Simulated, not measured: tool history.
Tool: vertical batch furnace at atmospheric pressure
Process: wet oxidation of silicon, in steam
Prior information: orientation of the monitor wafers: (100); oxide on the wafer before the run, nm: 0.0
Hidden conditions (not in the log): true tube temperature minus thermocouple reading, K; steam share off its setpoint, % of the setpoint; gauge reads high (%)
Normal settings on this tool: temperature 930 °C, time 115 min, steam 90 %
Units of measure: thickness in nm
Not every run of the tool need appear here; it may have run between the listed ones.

run,hour,temperature,time,steam,wafers since the last listed run,hours since the last temperature calibration,hours since the steam generator was serviced,hours since the gauge calibration,"read-back reference wafer on the same gauge, thickness",thickness
1,0,930,115,82,0,1776.1,2998.9,957.9,414.98,355.28
2,70.5,930,97.5,90,453,1846.6,3069.4,1028.4,414.84,334.68
3,126.1,930,154.5,90,357,1902.2,3125,1084,415.01,479.45
4,182.2,930,154.5,90,361,1958.3,3181.1,1140.1,415.44,481.18
5,249.5,930,115,90,433,2025.6,3248.4,1207.4,414.6,383.41
6,437.7,930,115,90,1211,2213.8,3436.6,1395.6,415.46,383.89
7,472.4,930,115,90,223,2248.5,3471.3,1430.3,415.1,384.45
# hour 481.9: gauge calibrated
# hour 546.7: steam generator serviced
8,547.2,930,92.5,90,327,2323.3,0.5,65.3,415.06,327.36
9,598.4,930,92.5,90,329,2374.5,51.7,116.5,414.91,328.77
10,659.8,930,115,90,395,2435.9,113.1,177.9,414.76,385.36
11,685,930,115,90,162,2461.1,138.3,203.1,414.77,385.65
12,745.5,930,115,90,389,2521.6,198.8,263.6,415.19,386.24
13,841.5,930,115,82,618,2617.6,294.8,359.6,415.14,361.57
14,892.6,921,115,90,328,2668.7,345.9,410.7,415.24,355.18
# hour 953.6: thermocouples replaced and temperature profile calibrated
15,954.1,905,92,94,241,0.5,407.4,472.2,415.24,271.6
16,1022.3,930,115,95,439,68.7,475.6,540.4,415.11,416.92
17,1052.6,915,172.5,90,195,99,505.9,570.7,415,473.91
18,1090.4,930,115,84,243,136.8,543.7,608.5,415.33,376.53
19,1138.6,948,62,86,310,185,591.9,656.7,414.8,283.47
20,1172.3,937,76.5,90,216,218.7,625.6,690.4,415.58,310.68
21,1230.2,940,161,96,372,276.6,683.5,748.3,415.04,584.99
# hour 1274.2: thermocouples replaced and temperature profile calibrated, repeated, since the last time left the tool worse
22,1274.7,944,142.5,85,131,0.5,728,792.8,415.27,475.95
23,1307.2,940,161,96,209,33,760.5,825.3,415.11,557.3
24,1338.3,930,115,90,200,64.1,791.6,856.4,415.11,378.03
25,1370.9,930,155,90,209,96.7,824.2,889,414.69,478.2

How would selected steps in thickness from run to run divide? Give the signed amount a tool lacking its hidden state would still show from settings, what came in and random variation, and the signed amount left for the hidden state, including any gauge scatter that is not in both of the compared results.
Run 20 -> 21: temperature 937 -> 940, time 76.5 -> 161, steam 90 -> 96. thickness +274.31 nm: hidden state +10.36, all else +263.95.
Run 21 -> 22: temperature 940 -> 944, time 161 -> 142.5, steam 96 -> 85, thermocouples replaced and temperature profile calibrated, repeated, since the last time left the tool worse. thickness -109.04 nm: hidden state -27.57, all else -81.47.
Run 23 -> 24: temperature 940 -> 930, time 161 -> 115, steam 96 -> 90. thickness -179.27 nm: hidden state -0.38, all else -178.89.
